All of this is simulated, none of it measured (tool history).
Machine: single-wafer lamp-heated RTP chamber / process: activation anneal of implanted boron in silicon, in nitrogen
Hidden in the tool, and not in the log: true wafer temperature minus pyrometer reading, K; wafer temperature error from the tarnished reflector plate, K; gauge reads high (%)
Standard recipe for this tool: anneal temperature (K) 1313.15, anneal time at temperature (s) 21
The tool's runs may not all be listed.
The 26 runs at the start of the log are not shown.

run,hour,anneal temperature (K),anneal time at temperature (s),wafers since the last listed run,wafers since the last pyrometer calibration,wafers since the reflector plate was cleaned,hours since the gauge calibration,"read-back reference wafer on the same gauge, sheet resistance",sheet resistance of the implanted and annealed layer (ohm/square)
# hour 1737.2: reflector plate cleaned
27,1776.2,1305.15,33,418,4919,360,343.3,147.71,132.15
# hour 1795.8: pyrometer window cleaned and pyrometer calibrated
28,1812.4,1303.15,26,260,153,621,379.5,148.11,135.66
29,1883.3,1301.15,31,655,808,1276,450.4,148.31,134.11
30,1948.4,1300.15,31,601,1410,1877,515.5,147.86,133.37
31,1987.2,1313.15,31,358,1768,2236,554.3,147.97,127.95
32,2299.2,1321.15,11,2883,4652,5120,866.3,147.94,134.70
33,2380.7,1313.15,21,753,5405,5873,947.8,147.91,131.87
# hour 2424.9: pyrometer window cleaned and pyrometer calibrated
34,2471.9,1303.15,26,768,434,6642,1039.0,147.59,133.27
35,2558.6,1293.15,21,801,1235,7443,1125.7,148.20,141.95
36,2615.4,1305.15,25,524,1760,7968,1182.5,147.92,134.60
37,2674.5,1313.15,10,546,2306,8514,1241.6,147.77,141.87

Below are 3 alternative next runs, each starting from the tool's condition after run 37. Predict each:
A,2674.9,1313.15,21,3,2310,8518,1242.0,?,?
B,2674.9,1294.15,21,3,2310,8518,1242.0,?,?
C,2674.9,1302.15,14,3,2310,8518,1242.0,?,?

run,"read-back reference wafer on the same gauge, sheet resistance",sheet resistance of the implanted and annealed layer (ohm/square)
A,147.97,131.50
B,147.97,141.28
C,147.97,141.74
The same runs, with their run-to-run variation unchanged, on a tool lacking any hidden condition would have given:
run,sheet resistance of the implanted and annealed layer (ohm/square)
A,134.05
B,144.03
C,144.31

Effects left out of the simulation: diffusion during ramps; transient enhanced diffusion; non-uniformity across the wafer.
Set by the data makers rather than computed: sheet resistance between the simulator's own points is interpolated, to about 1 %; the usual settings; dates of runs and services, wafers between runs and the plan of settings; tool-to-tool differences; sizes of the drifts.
